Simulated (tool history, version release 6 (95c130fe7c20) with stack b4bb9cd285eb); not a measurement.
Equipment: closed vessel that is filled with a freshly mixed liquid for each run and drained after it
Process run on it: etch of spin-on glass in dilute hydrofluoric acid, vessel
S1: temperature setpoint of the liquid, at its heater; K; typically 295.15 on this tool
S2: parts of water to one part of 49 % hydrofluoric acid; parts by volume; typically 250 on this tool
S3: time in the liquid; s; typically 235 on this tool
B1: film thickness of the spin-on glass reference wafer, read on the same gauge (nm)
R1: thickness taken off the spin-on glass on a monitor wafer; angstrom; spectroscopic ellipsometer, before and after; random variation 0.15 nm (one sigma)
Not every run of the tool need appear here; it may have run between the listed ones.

run,hour,S1,S2,S3,B1,R1
1,0,295.15,250,235,149.98,438.1
2,59.5,295.15,300,235,150.02,348.2
3,132.3,295.15,300,235,150,350.7
4,224.9,295.15,250,235,150,440.9
5,277.3,295.15,250,235,150.01,442.2
6,329.6,295.15,250,235,150.01,444.4
# hour 418.7: thermometer replaced
7,542.8,295.15,250,235,149.99,446.1
8,597,295.15,250,235,150.02,445.6
9,662.6,295.15,250,235,150.01,443.7
# hour 716.3: hydrofluoric acid flow meter replaced
10,769.4,295.15,250,235,150.02,433.2
11,861.1,295.15,250,235,150.02,433.4
12,965.1,295.15,310,280,149.97,395.2
13,1020.3,295.15,310,280,149.97,398.1
14,1092.6,295.15,250,235,150.01,435.7
15,1187,295.15,195,235,150,593.6
16,1258.7,290.15,250,120,150.01,184.8
# hour 1344.1: thermometer replaced
17,1359.9,295.15,250,235,150.02,438.9
# hour 1409.4: gauge calibrated
18,1464.2,295.15,130,235,150.04,953.2
19,1515.4,296.65,190,285,149.98,785.7
20,1583.8,295.15,250,235,149.99,437.2
21,1691.5,295.15,250,235,149.97,441
22,1798.1,291.15,250,180,150.03,290.8
23,1869.1,295.15,250,235,149.97,442.9
24,1908.1,290.65,210,375,149.99,735.1
25,1947.4,295.15,200,170,150.04,421
26,2026.7,295.15,325,335,150.04,452.4
27,2065.4,299.65,250,235,150.02,518.9
# hour 2067.5: hydrofluoric acid flow meter replaced
# hour 2297.8: thermometer replaced
28,2312.9,295.15,250,235,150.01,434.5
29,2384.1,300.15,315,235,149.98,383.6
30,2462.6,292.65,250,140,149.99,234.3
31,2511.5,293.15,340,195,149.98,228.5
32,2603.3,299.65,155,360,150.02,1408.5
33,2698,295.15,300,235,150.01,347.7
34,2785.5,291.15,130,150,150.02,516

Predict each of these 3 candidate next runs independently; none follows another, all start after run 34:
A,2786.2,295.15,250,235,?,?
B,2786.2,295.15,250,270,?,?
C,2786.2,295.15,350,235,?,?

run,B1,R1
A,150,439.5
B,150,504.9
C,150,286.2
Take away the tool's hidden state, keep each run's random variation, and the runs would have read:
run,R1
A,433.1
B,497.6
C,281.8
